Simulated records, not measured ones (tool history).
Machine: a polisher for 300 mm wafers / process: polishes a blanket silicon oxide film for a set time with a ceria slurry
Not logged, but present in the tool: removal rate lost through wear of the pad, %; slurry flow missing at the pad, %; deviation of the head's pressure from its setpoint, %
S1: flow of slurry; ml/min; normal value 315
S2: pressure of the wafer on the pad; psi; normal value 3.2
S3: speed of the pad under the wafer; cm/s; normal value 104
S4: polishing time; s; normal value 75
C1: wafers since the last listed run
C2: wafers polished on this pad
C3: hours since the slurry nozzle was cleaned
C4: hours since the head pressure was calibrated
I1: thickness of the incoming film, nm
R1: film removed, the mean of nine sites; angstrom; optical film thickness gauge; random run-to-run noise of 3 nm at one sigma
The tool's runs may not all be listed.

run   hour   S1   S2   S3   S4   C1    C2     C3     C4      I1    R1
  1    0.0  360  3.2  120   75    0   529  147.9  351.4  1619.8  4144
  2   13.8  360  3.2  120   75   94   623  161.7  365.2  1622.7  4159
  3   26.6  360  3.2  120   75   87   711  174.5  378.0  1640.7  4164
  4   39.2  280  3.2  104   75   86   797  187.1  390.6  1639.2  3465
  5   48.9  315  3.2  104   75   66   863  196.8  400.3  1627.2  3572
  6   64.7  315  3.2  104   75  108   971  212.6  416.1  1635.0  3559
  7   95.9  315  3.2  104   75  213  1184  243.8  447.3  1628.1  3519
     104.3  -- worn pad replaced by a new one
  8  106.0  315  3.2  128   75   41    11  253.9  457.4  1625.6  4497
  9  112.8  315  3.2  128   75   46    57  260.7  464.2  1623.7  4474
 10  127.3  315  3.2  128   75   99   157  275.2  478.7  1643.8  4464
 11  135.4  315  3.2  104   75   55   212  283.3  486.8  1614.9  3593
 12  142.9  315  3.8  104   75   51   263  290.8  494.3  1647.8  4155
 13  152.1  315  3.8  104   75   62   326  300.0  503.5  1651.1  4149
 14  165.8  315  3.8  104   75   93   420  313.7  517.2  1632.9  4083
 15  177.5  315  3.2  104   75   79   500  325.4  528.9  1652.1  3566
 16  195.1  395  3.6  104   75  120   620  343.0  546.5  1622.9  3934
 17  206.0  390  3.8  136   92   74   695  353.9  557.4  1631.2  6598
 18  216.1  315  3.2  104   83   69   764  364.0  567.5  1634.4  3866
     220.9  -- slurry nozzle cleaned
 19  232.5  365  2.4   74   75  105   869   11.6  583.9  1613.3  2025
 20  246.5  315  2.8  104   75   95   965   25.6  597.9  1620.3  3142
 21  257.5  315  3.2  104   75   75  1040   36.6  608.9  1613.2  3506
 22  272.9  315  3.2  104   75  105  1145   52.0  624.3  1650.6  3484
     289.0  -- worn pad replaced by a new one
 23  289.4  315  4.1  104   75   85     2   68.5  640.8  1628.7  4518
 24  302.2  365  3.2   94  100   87    90   81.3  653.6  1619.6  4443
 25  311.9  230  2.5  104   66   66   156   91.0  663.3  1658.4  2498
 26  325.3  315  3.2  104   75   91   247  104.4  676.7  1633.4  3623
     343.5  -- head pressure recalibrated
 27  344.0  315  3.2  104   75  114   362  123.1    0.5  1611.1  3549
 28  358.8  420  3.2  104   75  101   463  137.9   15.3  1627.2  3650
 29  370.4  315  3.6  104   64   79   542  149.5   26.9  1619.0  3344
 30  379.4  315  3.5  104   75   61   604  158.5   35.9  1609.2  3815
 31  396.8  405  3.2  104   75  118   723  175.9   53.3  1638.7  3577
 32  404.2  375  2.5   72   75   50   773  183.3   60.7  1643.5  2014
 33  420.2  315  3.5  104   75  109   883  199.3   76.7  1636.7  3776
 34  430.4  315  3.2  104   75   69   952  209.5   86.9  1642.2  3550
 35  446.3  315  3.2  116   75  108  1061  225.4  102.8  1630.0  3887
 36  457.6  215  2.1  104   75   77  1138  236.7  114.1  1641.5  2405
 37  472.9  245  2.5  116   75  104  1243  252.0  129.4  1643.8  3145

Hidden state or all else? Some run-to-run changes of R1, split into what the settings, what came in and random variation would give without the hidden state, and what is left for the hidden state (with any gauge scatter that isn't in both results):
Run 7 -> 8: S3 104 -> 128, worn pad replaced by a new one. R1 +978 angstrom: hidden state +140, all else +838.
Run 16 -> 17: S1 395 -> 390, S2 3.6 -> 3.8, S3 104 -> 136, S4 75 -> 92. R1 +2664 angstrom: hidden state -97, all else +2761.
Run 17 -> 18: S1 390 -> 315, S2 3.8 -> 3.2, S3 136 -> 104, S4 92 -> 83. R1 -2732 angstrom: hidden state +87, all else -2819.
Run 22 -> 23: S2 3.2 -> 4.1, worn pad replaced by a new one. R1 +1034 angstrom: hidden state +119, all else +915.
Run 24 -> 25: S1 365 -> 230, S2 3.2 -> 2.5, S3 94 -> 104, S4 100 -> 66. R1 -1945 angstrom: hidden state +13, all else -1958.

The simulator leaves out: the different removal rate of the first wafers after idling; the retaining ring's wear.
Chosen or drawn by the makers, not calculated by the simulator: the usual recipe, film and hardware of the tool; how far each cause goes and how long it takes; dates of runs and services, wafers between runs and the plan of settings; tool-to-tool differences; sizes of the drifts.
